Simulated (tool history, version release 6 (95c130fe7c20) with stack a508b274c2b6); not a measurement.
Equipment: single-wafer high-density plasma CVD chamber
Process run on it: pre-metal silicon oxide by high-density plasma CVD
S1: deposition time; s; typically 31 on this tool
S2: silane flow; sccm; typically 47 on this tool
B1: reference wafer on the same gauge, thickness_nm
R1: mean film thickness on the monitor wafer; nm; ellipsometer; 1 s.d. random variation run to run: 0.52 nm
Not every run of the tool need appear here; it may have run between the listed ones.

run	day	S1	S2	B1	R1
1	0	28	50	161.023	150.88
2	6.042	28	50	160.95	150.989
3	8.112	28	50	160.998	150.347
4	10.758	26.6	47	160.975	134.269
5	12.458	26.6	47	161.002	134.606
6	14.621	26.6	47	160.984	135.867
7	18.379	31	47	161.035	158.859
8	22.229	33.1	40	161.052	144.937
# day 26.167: gauge calibrated
9	26.412	33.1	40	160.986	144.605
10	28.25	33.1	40	160.952	144.964
11	29.879	35.7	42	160.971	164.319
12	33.696	36	55	161.037	216.165
13	37.867	28.6	49	161.028	154.487
14	40.171	36.4	47	160.993	188.486
# day 40.933: silane flow controller replaced
15	44.6	31	42	161.016	136.041
16	46.162	31	47	160.886	153.187
17	47.825	31	47	160.981	152.544
18	49.825	27.4	50	161.033	144.074
19	51.954	28.8	53	160.958	160.565
20	55.429	31	47	161.027	153.023
21	60.929	31	47	160.971	152.391

Measured less the same run without the tool's hidden state. The same run-to-run variation is in both; the gauge's scatter may not be:
What the log doesn't record here: delivered silane flow above the setpoint (%); gauge reads high (%).
run	R1
1	+3.465
2	+3.953
3	+4.111
4	+3.877
5	+4.023
6	+4.239
7	+5.332
8	+5.23
9	+5.63
10	+5.831
11	+6.801
12	+9.55
13	+7.313
14	+9.259
15	-0.11
16	-0.115
17	-0.102
18	-0.078
19	-0.058
20	+0.001
21	+0.12

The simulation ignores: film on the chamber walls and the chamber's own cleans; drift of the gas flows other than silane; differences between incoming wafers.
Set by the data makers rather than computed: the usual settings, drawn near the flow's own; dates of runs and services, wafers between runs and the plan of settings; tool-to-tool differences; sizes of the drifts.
